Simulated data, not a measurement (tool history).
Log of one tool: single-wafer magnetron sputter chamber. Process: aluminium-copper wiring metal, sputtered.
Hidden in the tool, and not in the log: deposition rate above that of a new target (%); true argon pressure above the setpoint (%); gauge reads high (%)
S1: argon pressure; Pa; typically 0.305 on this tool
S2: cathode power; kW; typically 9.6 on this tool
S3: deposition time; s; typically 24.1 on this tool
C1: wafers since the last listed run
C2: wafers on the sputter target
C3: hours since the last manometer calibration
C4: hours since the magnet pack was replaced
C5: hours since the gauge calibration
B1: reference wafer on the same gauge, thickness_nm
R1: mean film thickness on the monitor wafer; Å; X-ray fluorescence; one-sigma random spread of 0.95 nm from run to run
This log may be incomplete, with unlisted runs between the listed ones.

{"run": 1, "hour": 0.0, "S1": 0.305, "S2": 9.6, "S3": 24.1, "C1": 0, "C2": 2269, "C3": 1476.3, "C4": 9156.4, "C5": 29.3, "B1": 352.832, "R1": 3958.46}
{"run": 2, "hour": 20.2, "S1": 0.305, "S2": 9.6, "S3": 24.1, "C1": 348, "C2": 2618, "C3": 1496.5, "C4": 9176.6, "C5": 49.5, "B1": 353.038, "R1": 3964.59}
{"run": 3, "hour": 45.1, "S1": 0.305, "S2": 9.6, "S3": 24.1, "C1": 429, "C2": 3048, "C3": 1521.4, "C4": 9201.5, "C5": 74.4, "B1": 353.101, "R1": 3964.37}
{"run": 4, "hour": 63.2, "S1": 0.305, "S2": 9.6, "S3": 24.1, "C1": 312, "C2": 3360, "C3": 1539.5, "C4": 9219.6, "C5": 92.5, "B1": 353.65, "R1": 3988}
{"run": 5, "hour": 80.7, "S1": 0.305, "S2": 9.6, "S3": 24.1, "C1": 302, "C2": 3662, "C3": 1557, "C4": 9237.1, "C5": 110, "B1": 353.614, "R1": 3975.4}
{"run": 6, "hour": 99.9, "S1": 0.305, "S2": 9.6, "S3": 24.1, "C1": 331, "C2": 3994, "C3": 1576.2, "C4": 9256.3, "C5": 129.2, "B1": 354.191, "R1": 3983.54}
{"hour": 112.6, "done": "magnet pack replaced"}
{"run": 7, "hour": 130.6, "S1": 0.305, "S2": 9.6, "S3": 24.1, "C1": 391, "C2": 4386, "C3": 1606.9, "C4": 18, "C5": 159.9, "B1": 354.467, "R1": 3999.69}
{"run": 8, "hour": 156.2, "S1": 0.305, "S2": 8.8, "S3": 19.6, "C1": 442, "C2": 4828, "C3": 1632.5, "C4": 43.6, "C5": 185.5, "B1": 354.835, "R1": 3022.49}
{"hour": 174.4, "done": "gauge calibrated"}
{"run": 9, "hour": 179.3, "S1": 0.305, "S2": 9.6, "S3": 24.1, "C1": 398, "C2": 5227, "C3": 1655.6, "C4": 66.7, "C5": 4.9, "B1": 351.53, "R1": 3957.31}
{"hour": 210.1, "done": "sputter target and shields replaced"}
{"run": 10, "hour": 210.6, "S1": 0.411, "S2": 9.6, "S3": 22.6, "C1": 402, "C2": 8, "C3": 1686.9, "C4": 98, "C5": 36.2, "B1": 351.816, "R1": 3524.03}
{"run": 11, "hour": 235.0, "S1": 0.225, "S2": 10.25, "S3": 20.6, "C1": 421, "C2": 429, "C3": 1711.3, "C4": 122.4, "C5": 60.6, "B1": 352.387, "R1": 3731.47}
{"hour": 251.3, "done": "capacitance manometer re-zeroed and calibrated"}
{"run": 12, "hour": 251.9, "S1": 0.305, "S2": 9.6, "S3": 24.1, "C1": 153, "C2": 583, "C3": 0.6, "C4": 139.3, "C5": 77.5, "B1": 352.8, "R1": 3971.05}
{"run": 13, "hour": 280.2, "S1": 0.305, "S2": 10.9, "S3": 27.5, "C1": 488, "C2": 1071, "C3": 28.9, "C4": 167.6, "C5": 105.8, "B1": 352.726, "R1": 5012.3}
{"run": 14, "hour": 309.0, "S1": 0.407, "S2": 9.6, "S3": 26.4, "C1": 497, "C2": 1569, "C3": 57.7, "C4": 196.4, "C5": 134.6, "B1": 353.413, "R1": 4121.47}
{"run": 15, "hour": 329.8, "S1": 0.305, "S2": 9.6, "S3": 27.5, "C1": 359, "C2": 1928, "C3": 78.5, "C4": 217.2, "C5": 155.4, "B1": 353.877, "R1": 4547.63}

Forecast each of these 5 alternatives for the next run:
{"run": "A", "hour": 330.2, "S1": 0.305, "S2": 9.6, "S3": 24.1, "C1": 6, "C2": 1935, "C3": 78.9, "C4": 217.6, "C5": 155.8, "B1": "?", "R1": "?"}
{"run": "B", "hour": 330.2, "S1": 0.193, "S2": 9.6, "S3": 24.1, "C1": 6, "C2": 1935, "C3": 78.9, "C4": 217.6, "C5": 155.8, "B1": "?", "R1": "?"}
{"run": "C", "hour": 330.2, "S1": 0.305, "S2": 9.6, "S3": 21.9, "C1": 6, "C2": 1935, "C3": 78.9, "C4": 217.6, "C5": 155.8, "B1": "?", "R1": "?"}
{"run": "D", "hour": 330.2, "S1": 0.305, "S2": 8.5, "S3": 20.1, "C1": 6, "C2": 1935, "C3": 78.9, "C4": 217.6, "C5": 155.8, "B1": "?", "R1": "?"}
{"run": "E", "hour": 330.2, "S1": 0.351, "S2": 7.35, "S3": 24.1, "C1": 6, "C2": 1935, "C3": 78.9, "C4": 217.6, "C5": 155.8, "B1": "?", "R1": "?"}

run=A B1=353.759 R1=3976.69
run=B B1=353.759 R1=4215.35
run=C B1=353.759 R1=3613.67
run=D B1=353.759 R1=3002.27
run=E B1=353.759 R1=3130.96
Stripped of hidden state, with their random variation kept, the same runs would have yielded:
run=A R1=3958.05
run=B R1=4195.59
run=C R1=3596.73
run=D R1=2988.2
run=E R1=3116.29
